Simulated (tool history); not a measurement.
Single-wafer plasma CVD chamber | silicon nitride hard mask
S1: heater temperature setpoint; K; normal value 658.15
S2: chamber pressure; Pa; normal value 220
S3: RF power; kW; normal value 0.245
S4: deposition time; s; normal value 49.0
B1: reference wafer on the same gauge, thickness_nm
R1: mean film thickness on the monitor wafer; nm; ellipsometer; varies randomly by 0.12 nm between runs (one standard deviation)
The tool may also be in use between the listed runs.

| run | hour | S1 | S2 | S3 | S4 | B1 | R1 |
|---|---|---|---|---|---|---|---|
| 1 | 0.0 | 658.15 | 205 | 0.245 | 49.0 | 52.592 | 47.705 |
| 2 | 32.5 | 658.15 | 220 | 0.245 | 49.0 | 52.580 | 48.747 |
| 3 | 49.0 | 658.15 | 180 | 0.245 | 41.2 | 52.622 | 38.143 |
| 4 | 67.2 | 658.15 | 180 | 0.245 | 41.2 | 52.583 | 38.157 |
| 5 | 89.8 | 658.15 | 180 | 0.245 | 41.2 | 52.577 | 38.200 |
| 6 | 106.6 | 658.15 | 201 | 0.245 | 49.0 | 52.547 | 47.341 |
| 7 | 138.8 | 658.15 | 201 | 0.245 | 49.0 | 52.611 | 47.470 |
| 8 | 169.9 | 658.15 | 220 | 0.245 | 42.4 | 52.620 | 42.510 |
|  | 183.2 | gauge calibrated |
| 9 | 203.1 | 658.15 | 220 | 0.245 | 42.4 | 52.610 | 42.425 |
| 10 | 218.2 | 658.15 | 220 | 0.245 | 49.0 | 52.593 | 48.957 |
| 11 | 238.1 | 658.15 | 220 | 0.245 | 49.0 | 52.607 | 48.990 |
| 12 | 260.0 | 658.15 | 220 | 0.290 | 41.5 | 52.638 | 45.996 |
|  | 283.6 | RF generator calibrated |
| 13 | 286.0 | 658.15 | 220 | 0.245 | 49.0 | 52.583 | 47.742 |
| 14 | 299.6 | 658.15 | 220 | 0.245 | 49.0 | 52.586 | 47.770 |
| 15 | 330.9 | 670.15 | 248 | 0.215 | 49.0 | 52.578 | 45.304 |
|  | 361.7 | capacitance manometer re-zeroed and calibrated |
|  | 372.9 | thermocouple changed; heater temperature recalibrated |
|  | 375.3 | RF generator calibrated, repeated, since the last time left the tool worse |
| 16 | 375.8 | 667.15 | 189 | 0.230 | 40.4 | 52.585 | 37.706 |
|  | 384.1 | showerhead replaced |
| 17 | 393.8 | 658.15 | 192 | 0.205 | 39.3 | 52.603 | 34.362 |
| 18 | 422.6 | 654.15 | 251 | 0.245 | 49.0 | 52.587 | 52.825 |
| 19 | 452.5 | 669.15 | 173 | 0.290 | 41.4 | 52.630 | 42.909 |
| 20 | 467.9 | 666.15 | 205 | 0.230 | 49.0 | 52.578 | 46.916 |
| 21 | 494.9 | 658.15 | 220 | 0.245 | 49.0 | 52.630 | 50.144 |
| 22 | 517.3 | 668.15 | 220 | 0.220 | 55.4 | 52.568 | 52.561 |
| 23 | 541.2 | 664.15 | 240 | 0.245 | 49.0 | 52.607 | 51.583 |

Each row is a separate what-if for the run after 23, all from the same tool condition, not one after another. Results?
| A | 541.6 | 658.15 | 220 | 0.245 | 54.9 | ? | ? |
| B | 541.6 | 669.15 | 175 | 0.210 | 46.1 | ? | ? |
| C | 541.6 | 666.15 | 244 | 0.245 | 49.0 | ? | ? |
| D | 541.6 | 670.15 | 264 | 0.270 | 46.1 | ? | ? |

| run | B1 | R1 |
|---|---|---|
| A | 52.607 | 56.086 |
| B | 52.607 | 38.950 |
| C | 52.607 | 51.681 |
| D | 52.607 | 52.896 |
Take away the tool's hidden state, keep each run's random variation, and the runs would have read:
| run | R1 |
|---|---|
| A | 56.861 |
| B | 39.516 |
| C | 52.394 |
| D | 53.626 |

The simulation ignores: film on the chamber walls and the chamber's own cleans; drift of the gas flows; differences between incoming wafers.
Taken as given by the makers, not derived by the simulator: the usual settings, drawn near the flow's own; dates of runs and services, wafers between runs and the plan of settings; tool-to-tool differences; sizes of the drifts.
